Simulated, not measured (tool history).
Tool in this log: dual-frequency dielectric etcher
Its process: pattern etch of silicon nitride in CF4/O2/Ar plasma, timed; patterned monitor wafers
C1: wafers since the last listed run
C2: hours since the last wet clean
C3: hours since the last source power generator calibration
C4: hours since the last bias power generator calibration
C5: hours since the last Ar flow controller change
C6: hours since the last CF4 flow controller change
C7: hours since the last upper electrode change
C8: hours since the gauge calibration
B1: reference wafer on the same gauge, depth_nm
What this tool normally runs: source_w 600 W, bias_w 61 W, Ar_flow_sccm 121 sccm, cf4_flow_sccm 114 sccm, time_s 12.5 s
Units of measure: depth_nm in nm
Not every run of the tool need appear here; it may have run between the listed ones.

Run 1, day 0.000: usual settings but source_w 690 W; C1 0; C2 203.5; C3 4159.0; C4 4557.7; C5 4881.9; C6 3949.0; C7 1799.8; C8 165.2; B1 33.02. Result: depth_nm 31.61 nm.
Run 2, day 0.271: usual settings but source_w 690 W; C1 151; C2 210.0; C3 4165.5; C4 4564.2; C5 4888.4; C6 3955.5; C7 1806.3; C8 171.7; B1 32.98. Result: depth_nm 31.48 nm.
Run 3, day 0.688: usual settings but source_w 690 W; C1 233; C2 220.0; C3 4175.5; C4 4574.2; C5 4898.4; C6 3965.5; C7 1816.3; C8 181.7; B1 32.99. Result: depth_nm 31.54 nm.
Run 4, day 1.133: usual settings but bias_w 50 W; C1 249; C2 230.7; C3 4186.2; C4 4584.9; C5 4909.1; C6 3976.2; C7 1827.0; C8 192.4; B1 33.05. Result: depth_nm 25.13 nm.
At day 3.625: upper electrode replaced.
Run 5, day 3.646: usual settings but bias_w 50 W; C1 846; C2 291.0; C3 4246.5; C4 4645.2; C5 4969.4; C6 4036.5; C7 0.5; C8 252.7; B1 32.97. Result: depth_nm 24.72 nm.
Run 6, day 3.692: usual settings but bias_w 50 W; C1 25; C2 292.1; C3 4247.6; C4 4646.3; C5 4970.5; C6 4037.6; C7 1.6; C8 253.8; B1 33.00. Result: depth_nm 24.68 nm.
Run 7, day 4.408: usual settings; C1 401; C2 309.3; C3 4264.8; C4 4663.5; C5 4987.7; C6 4054.8; C7 18.8; C8 271.0; B1 33.00. Result: depth_nm 28.17 nm.
At day 5.308: CF4 flow controller replaced.
At day 6.208: Ar flow controller replaced.
At day 6.308: wet clean of the chamber.
Run 8, day 6.329: usual settings; C1 739; C2 0.5; C3 4310.9; C4 4709.6; C5 2.9; C6 24.5; C7 64.9; C8 317.1; B1 33.03. Result: depth_nm 29.26 nm.
Run 9, day 6.342: usual settings but time_s 10.0 s; C1 6; C2 0.8; C3 4311.2; C4 4709.9; C5 3.2; C6 24.8; C7 65.2; C8 317.4; B1 33.03. Result: depth_nm 23.44 nm.
Run 10, day 6.358: usual settings; C1 9; C2 1.2; C3 4311.6; C4 4710.3; C5 3.6; C6 25.2; C7 65.6; C8 317.8; B1 33.01. Result: depth_nm 29.38 nm.
Run 11, day 6.733: usual settings but bias_w 70 W, Ar_flow_sccm 136 sccm, cf4_flow_sccm 137 sccm; C1 209; C2 10.2; C3 4320.6; C4 4719.3; C5 12.6; C6 34.2; C7 74.6; C8 326.8; B1 33.01. Result: depth_nm 31.86 nm.
At day 7.000: source power generator calibrated.
Run 12, day 7.421: usual settings but source_w 700 W; C1 291; C2 26.7; C3 10.1; C4 4735.8; C5 29.1; C6 50.7; C7 91.1; C8 343.3; B1 33.02. Result: depth_nm 32.74 nm.
At day 7.450: gauge calibrated.
At day 8.046: bias power generator calibrated.
Run 13, day 8.146: usual settings but bias_w 51 W, cf4_flow_sccm 129 sccm; C1 312; C2 44.1; C3 27.5; C4 2.4; C5 46.5; C6 68.1; C7 108.5; C8 16.7; B1 32.98. Result: depth_nm 26.21 nm.
Run 14, day 8.417: usual settings but source_w 520 W, time_s 9.5 s; C1 151; C2 50.6; C3 34.0; C4 8.9; C5 53.0; C6 74.6; C7 115.0; C8 23.2; B1 33.04. Result: depth_nm 20.03 nm.
Run 15, day 8.696: usual settings but source_w 490 W, bias_w 53 W, Ar_flow_sccm 105 sccm, time_s 15.0 s; C1 156; C2 57.3; C3 40.7; C4 15.6; C5 59.7; C6 81.3; C7 121.7; C8 29.9; B1 33.02. Result: depth_nm 27.92 nm.
Run 16, day 9.171: usual settings but source_w 670 W, bias_w 67 W; C1 265; C2 68.7; C3 52.1; C4 27.0; C5 71.1; C6 92.7; C7 133.1; C8 41.3; B1 32.97. Result: depth_nm 33.42 nm.
Run 17, day 10.058: usual settings; C1 496; C2 90.0; C3 73.4; C4 48.3; C5 92.4; C6 114.0; C7 154.4; C8 62.6; B1 32.97. Result: depth_nm 29.02 nm.
Run 18, day 10.575: usual settings but bias_w 48 W, Ar_flow_sccm 98 sccm; C1 289; C2 102.4; C3 85.8; C4 60.7; C5 104.8; C6 126.4; C7 166.8; C8 75.0; B1 33.02. Result: depth_nm 25.07 nm.
Run 19, day 12.821: usual settings but Ar_flow_sccm 107 sccm; C1 1257; C2 156.3; C3 139.7; C4 114.6; C5 158.7; C6 180.3; C7 220.7; C8 128.9; B1 33.02. Result: depth_nm 28.96 nm.
Run 20, day 13.100: usual settings but source_w 700 W; C1 156; C2 163.0; C3 146.4; C4 121.3; C5 165.4; C6 187.0; C7 227.4; C8 135.6; B1 32.99. Result: depth_nm 32.05 nm.

5 ways to go on from here, each from the tool as it stands after run 20. What would each give?
Run A, day 13.117: usual settings; C1 9; C2 163.4; C3 146.8; C4 121.7; C5 165.8; C6 187.4; C7 227.8; C8 136.0; B1 ?. Result: depth_nm ?.
Run B, day 13.117: usual settings but source_w 740 W, bias_w 67 W, time_s 14.0 s; C1 9; C2 163.4; C3 146.8; C4 121.7; C5 165.8; C6 187.4; C7 227.8; C8 136.0; B1 ?. Result: depth_nm ?.
Run C, day 13.117: usual settings but source_w 560 W; C1 9; C2 163.4; C3 146.8; C4 121.7; C5 165.8; C6 187.4; C7 227.8; C8 136.0; B1 ?. Result: depth_nm ?.
Run D, day 13.117: usual settings but bias_w 57 W, cf4_flow_sccm 92 sccm, time_s 15.0 s; C1 9; C2 163.4; C3 146.8; C4 121.7; C5 165.8; C6 187.4; C7 227.8; C8 136.0; B1 ?. Result: depth_nm ?.
Run E, day 13.117: usual settings but source_w 550 W, cf4_flow_sccm 96 sccm; C1 9; C2 163.4; C3 146.8; C4 121.7; C5 165.8; C6 187.4; C7 227.8; C8 136.0; B1 ?. Result: depth_nm ?.

run     B1  depth_nm
  A  32.99     28.78
  B  32.99     39.70
  C  32.99     27.41
  D  32.99     32.59
  E  32.99     26.74
Without the tool's unlogged condition, the same runs would have read:
run  depth_nm
  A     29.27
  B     40.37
  C     27.87
  D     33.13
  E     27.19
